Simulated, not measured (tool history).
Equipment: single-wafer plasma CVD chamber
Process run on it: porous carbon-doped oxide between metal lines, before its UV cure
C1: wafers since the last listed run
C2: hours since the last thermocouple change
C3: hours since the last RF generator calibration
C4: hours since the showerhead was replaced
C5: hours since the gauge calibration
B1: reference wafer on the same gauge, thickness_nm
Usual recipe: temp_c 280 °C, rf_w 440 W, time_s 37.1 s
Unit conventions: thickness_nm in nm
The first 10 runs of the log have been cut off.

Run 11, day 29.108: usual settings but temp_c 284 °C; C1 3425; C2 304.4; C3 1247.7; C4 195.1; C5 1077.9; B1 262.807. Result: thickness_nm 227.210 nm.
Run 12, day 31.488: usual settings but temp_c 284 °C; C1 2156; C2 361.5; C3 1304.8; C4 252.2; C5 1135.0; B1 263.022. Result: thickness_nm 229.073 nm.
Run 13, day 33.408: usual settings; C1 1741; C2 407.6; C3 1350.9; C4 298.3; C5 1181.1; B1 262.801. Result: thickness_nm 233.815 nm.
At day 34.942: gauge calibrated.
Run 14, day 35.838: usual settings; C1 2201; C2 465.9; C3 1409.2; C4 356.6; C5 21.5; B1 270.507. Result: thickness_nm 240.033 nm.
Run 15, day 37.904: usual settings but temp_c 292 °C, rf_w 480 W, time_s 29.9 s; C1 1873; C2 515.5; C3 1458.8; C4 406.2; C5 71.1; B1 269.721. Result: thickness_nm 189.035 nm.
Run 16, day 40.658: usual settings but temp_c 285 °C, time_s 33.9 s; C1 2496; C2 581.6; C3 1524.9; C4 472.3; C5 137.2; B1 268.497. Result: thickness_nm 209.657 nm.
Run 17, day 44.579: usual settings; C1 3553; C2 675.7; C3 1619.0; C4 566.4; C5 231.3; B1 267.414. Result: thickness_nm 237.981 nm.
Run 18, day 46.446: usual settings but temp_c 286 °C, rf_w 355 W, time_s 33.1 s; C1 1692; C2 720.5; C3 1663.8; C4 611.2; C5 276.1; B1 267.029. Result: thickness_nm 178.529 nm.
At day 48.488: RF generator calibrated.
Run 19, day 48.621: usual settings but temp_c 293 °C, rf_w 525 W, time_s 40.0 s; C1 1669; C2 772.7; C3 3.2; C4 663.4; C5 328.3; B1 266.518. Result: thickness_nm 257.153 nm.
Run 20, day 54.454: usual settings but time_s 41.0 s; C1 5287; C2 912.7; C3 143.2; C4 803.4; C5 468.3; B1 265.442. Result: thickness_nm 257.778 nm.
Run 21, day 56.971: usual settings but temp_c 275 °C, rf_w 415 W, time_s 31.1 s; C1 2281; C2 973.1; C3 203.6; C4 863.8; C5 528.7; B1 265.230. Result: thickness_nm 200.509 nm.
Run 22, day 59.288: usual settings; C1 2099; C2 1028.7; C3 259.2; C4 919.4; C5 584.3; B1 264.855. Result: thickness_nm 233.807 nm.
Run 23, day 61.329: usual settings; C1 1850; C2 1077.7; C3 308.2; C4 968.4; C5 633.3; B1 264.546. Result: thickness_nm 236.674 nm.
Run 24, day 63.146: usual settings but temp_c 267 °C, rf_w 380 W, time_s 41.6 s; C1 1646; C2 1121.3; C3 351.8; C4 1012.0; C5 676.9; B1 264.594. Result: thickness_nm 267.264 nm.
Run 25, day 65.338: usual settings but temp_c 291 °C, rf_w 360 W, time_s 31.0 s; C1 1986; C2 1173.9; C3 404.4; C4 1064.6; C5 729.5; B1 264.491. Result: thickness_nm 162.566 nm.
Run 26, day 68.088: usual settings; C1 2492; C2 1239.9; C3 470.4; C4 1130.6; C5 795.5; B1 264.069. Result: thickness_nm 236.301 nm.
Run 27, day 70.333: usual settings but time_s 40.6 s; C1 2035; C2 1293.8; C3 524.3; C4 1184.5; C5 849.4; B1 263.688. Result: thickness_nm 254.922 nm.
At day 74.388: thermocouple changed; heater temperature recalibrated.
Run 28, day 74.592: usual settings; C1 3557; C2 4.9; C3 626.5; C4 1286.7; C5 951.6; B1 263.733. Result: thickness_nm 234.694 nm.
Run 29, day 82.079: usual settings; C1 6786; C2 184.6; C3 806.2; C4 1466.4; C5 1131.3; B1 263.021. Result: thickness_nm 233.926 nm.
Run 30, day 83.996: usual settings but temp_c 286 °C, rf_w 415 W, time_s 33.3 s; C1 1737; C2 230.6; C3 852.2; C4 1512.4; C5 1177.3; B1 263.138. Result: thickness_nm 193.916 nm.
Run 31, day 86.629: usual settings but temp_c 285 °C, rf_w 375 W, time_s 34.6 s; C1 2386; C2 293.8; C3 915.4; C4 1575.6; C5 1240.5; B1 263.442. Result: thickness_nm 192.309 nm.
Run 32, day 89.921: usual settings but temp_c 285 °C, rf_w 360 W, time_s 31.2 s; C1 2983; C2 372.8; C3 994.4; C4 1654.6; C5 1319.5; B1 262.507. Result: thickness_nm 169.067 nm.
At day 91.621: gauge calibrated.
Run 33, day 93.338: usual settings; C1 3096; C2 454.8; C3 1076.4; C4 1736.6; C5 41.2; B1 268.712. Result: thickness_nm 237.878 nm.
Run 34, day 97.183: usual settings but rf_w 465 W; C1 3485; C2 547.1; C3 1168.7; C4 1828.9; C5 133.5; B1 267.098. Result: thickness_nm 244.672 nm.

Branching from run 34: 4 alternative next runs. What would each branch give?
Run A, day 97.200: usual settings; C1 15; C2 547.5; C3 1169.1; C4 1829.3; C5 133.9; B1 ?. Result: thickness_nm ?.
Run B, day 97.200: usual settings but temp_c 266 °C; C1 15; C2 547.5; C3 1169.1; C4 1829.3; C5 133.9; B1 ?. Result: thickness_nm ?.
Run C, day 97.200: usual settings but temp_c 290 °C, time_s 40.9 s; C1 15; C2 547.5; C3 1169.1; C4 1829.3; C5 133.9; B1 ?. Result: thickness_nm ?.
Run D, day 97.200: usual settings but temp_c 290 °C, time_s 42.5 s; C1 15; C2 547.5; C3 1169.1; C4 1829.3; C5 133.9; B1 ?. Result: thickness_nm ?.

run       B1  thickness_nm
  A  266.875       236.610
  B  266.875       262.752
  C  266.875       242.503
  D  266.875       251.758
With the hidden condition removed and each run's random variation left untouched, the same runs would have given:
run  thickness_nm
  A       238.306
  B       264.635
  C       244.242
  D       253.563

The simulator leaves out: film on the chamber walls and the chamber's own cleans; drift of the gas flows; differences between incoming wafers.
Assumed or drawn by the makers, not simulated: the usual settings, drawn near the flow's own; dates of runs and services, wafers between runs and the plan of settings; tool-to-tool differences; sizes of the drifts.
